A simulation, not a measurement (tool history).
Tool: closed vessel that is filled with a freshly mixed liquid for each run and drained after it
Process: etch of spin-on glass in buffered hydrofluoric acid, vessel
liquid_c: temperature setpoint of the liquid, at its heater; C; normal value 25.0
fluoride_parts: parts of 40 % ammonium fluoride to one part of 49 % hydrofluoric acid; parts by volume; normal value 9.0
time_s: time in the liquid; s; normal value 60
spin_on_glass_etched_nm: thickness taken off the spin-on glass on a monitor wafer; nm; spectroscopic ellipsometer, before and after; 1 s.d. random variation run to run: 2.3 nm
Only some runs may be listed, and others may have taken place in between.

run,hour,liquid_c,fluoride_parts,time_s,"read-back film thickness of the spin-on glass reference wafer, read on the same gauge (nm)",spin_on_glass_etched_nm
1,0.0,27.5,11.5,60,59.73,270.07
2,26.2,27.5,11.5,60,59.61,267.57
3,46.0,25.0,7.5,60,59.64,351.93
4,72.2,25.0,7.5,60,59.57,344.93
5,88.1,25.0,7.5,60,59.54,347.97
6,108.6,25.0,9.0,60,59.46,289.18
7,139.4,25.0,9.0,35,59.37,166.49
8,169.4,25.0,9.0,35,59.29,167.02
9,195.1,25.0,9.0,35,59.18,166.36
# hour 206.4: thermometer replaced
10,230.3,27.5,9.0,75,59.09,401.76
11,254.9,29.5,6.0,45,59.01,405.56
12,281.6,25.0,9.0,30,58.90,140.99
13,314.2,25.0,11.0,60,58.76,244.92
14,340.7,25.0,6.5,75,58.67,496.41
15,359.4,29.0,9.0,60,58.64,354.80
16,389.8,25.0,6.5,45,58.47,293.20
17,422.7,28.0,9.0,80,58.32,444.84
18,442.9,21.5,8.0,80,58.25,349.55
19,477.2,27.5,6.0,30,58.12,242.94
20,509.2,23.5,12.5,90,57.98,294.89
# hour 528.8: hydrofluoric acid flow meter replaced
21,542.0,23.5,12.5,90,57.82,295.79
22,574.4,22.0,9.0,60,57.64,234.76
23,587.8,25.0,9.0,35,57.57,164.23
# hour 611.4: gauge calibrated
24,618.7,25.0,9.0,60,60.13,292.76
25,647.7,21.5,8.0,30,60.15,136.93
26,683.3,23.0,10.5,35,60.15,136.89

Run 27 comes next. What will it give?
27,709.7,25.0,9.0,60,?,?

Run 27 produced read-back film thickness of the spin-on glass reference wafer, read on the same gauge (nm) 60.10, spin_on_glass_etched_nm 288.35 nm.
Take away the tool's hidden state, keep the run-to-run variation as it was, and the same run would have given spin_on_glass_etched_nm 287.66 nm.
